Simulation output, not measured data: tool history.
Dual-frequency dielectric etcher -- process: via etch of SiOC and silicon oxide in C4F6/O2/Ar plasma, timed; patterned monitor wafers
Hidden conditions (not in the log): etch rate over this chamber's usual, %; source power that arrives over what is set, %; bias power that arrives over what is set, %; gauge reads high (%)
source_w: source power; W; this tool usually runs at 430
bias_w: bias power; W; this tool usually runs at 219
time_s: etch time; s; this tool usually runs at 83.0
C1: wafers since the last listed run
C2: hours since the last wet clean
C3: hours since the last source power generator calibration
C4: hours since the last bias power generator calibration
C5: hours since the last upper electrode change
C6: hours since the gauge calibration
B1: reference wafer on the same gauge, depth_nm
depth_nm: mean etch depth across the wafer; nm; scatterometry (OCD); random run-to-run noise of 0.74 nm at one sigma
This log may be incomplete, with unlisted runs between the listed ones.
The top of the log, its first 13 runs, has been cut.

{"run": 14, "day": 14.65, "source_w": 390, "bias_w": 268, "time_s": 64.0, "C1": 346, "C2": 67.3, "C3": 249.1, "C4": 103.9, "C5": 4380.3, "C6": 217.4, "B1": 119.8, "depth_nm": 84.7}
{"run": 15, "day": 15.579, "source_w": 510, "bias_w": 219, "time_s": 105.0, "C1": 217, "C2": 89.6, "C3": 271.4, "C4": 126.2, "C5": 4402.6, "C6": 239.7, "B1": 119.9, "depth_nm": 153.0}
{"run": 16, "day": 16.354, "source_w": 470, "bias_w": 219, "time_s": 102.5, "C1": 181, "C2": 108.2, "C3": 290.0, "C4": 144.8, "C5": 4421.2, "C6": 258.3, "B1": 120.1, "depth_nm": 141.4}
{"day": 17.992, "done": "upper electrode replaced"}
{"run": 17, "day": 19.062, "source_w": 430, "bias_w": 195, "time_s": 83.0, "C1": 399, "C2": 173.2, "C3": 355.0, "C4": 209.8, "C5": 25.7, "C6": 323.3, "B1": 119.6, "depth_nm": 105.5}
{"run": 18, "day": 19.825, "source_w": 520, "bias_w": 219, "time_s": 83.0, "C1": 178, "C2": 191.5, "C3": 373.3, "C4": 228.1, "C5": 44.0, "C6": 341.6, "B1": 120.1, "depth_nm": 120.6}
{"run": 19, "day": 20.821, "source_w": 430, "bias_w": 219, "time_s": 83.0, "C1": 232, "C2": 215.4, "C3": 397.2, "C4": 252.0, "C5": 67.9, "C6": 365.5, "B1": 119.8, "depth_nm": 109.3}
{"run": 20, "day": 22.021, "source_w": 430, "bias_w": 219, "time_s": 83.0, "C1": 280, "C2": 244.2, "C3": 426.0, "C4": 280.8, "C5": 96.7, "C6": 394.3, "B1": 119.7, "depth_nm": 110.6}
{"run": 21, "day": 22.871, "source_w": 360, "bias_w": 219, "time_s": 83.0, "C1": 198, "C2": 264.6, "C3": 446.4, "C4": 301.2, "C5": 117.1, "C6": 414.7, "B1": 119.9, "depth_nm": 99.9}
{"run": 22, "day": 23.442, "source_w": 430, "bias_w": 219, "time_s": 83.0, "C1": 133, "C2": 278.3, "C3": 460.1, "C4": 314.9, "C5": 130.8, "C6": 428.4, "B1": 119.9, "depth_nm": 110.9}
{"run": 23, "day": 24.525, "source_w": 430, "bias_w": 180, "time_s": 107.5, "C1": 253, "C2": 304.3, "C3": 486.1, "C4": 340.9, "C5": 156.8, "C6": 454.4, "B1": 119.8, "depth_nm": 135.1}
{"run": 24, "day": 25.842, "source_w": 400, "bias_w": 186, "time_s": 83.0, "C1": 307, "C2": 335.9, "C3": 517.7, "C4": 372.5, "C5": 188.4, "C6": 486.0, "B1": 120.3, "depth_nm": 101.1}
{"run": 25, "day": 26.958, "source_w": 380, "bias_w": 267, "time_s": 100.5, "C1": 261, "C2": 362.7, "C3": 544.5, "C4": 399.3, "C5": 215.2, "C6": 512.8, "B1": 120.0, "depth_nm": 137.5}
{"run": 26, "day": 27.767, "source_w": 430, "bias_w": 219, "time_s": 83.0, "C1": 188, "C2": 382.1, "C3": 563.9, "C4": 418.7, "C5": 234.6, "C6": 532.2, "B1": 120.2, "depth_nm": 111.7}
{"run": 27, "day": 29.017, "source_w": 390, "bias_w": 268, "time_s": 64.0, "C1": 292, "C2": 412.1, "C3": 593.9, "C4": 448.7, "C5": 264.6, "C6": 562.2, "B1": 120.2, "depth_nm": 87.1}

What does the tool deliver on the next run?
{"run": 28, "day": 29.875, "source_w": 360, "bias_w": 176, "time_s": 83.0, "C1": 200, "C2": 432.7, "C3": 614.5, "C4": 469.3, "C5": 285.2, "C6": 582.8, "B1": "?", "depth_nm": "?"}

B1: 120.0
depth_nm: 94.6 nm
With no hidden state in the tool, this same run would have given depth_nm 91.5 nm.
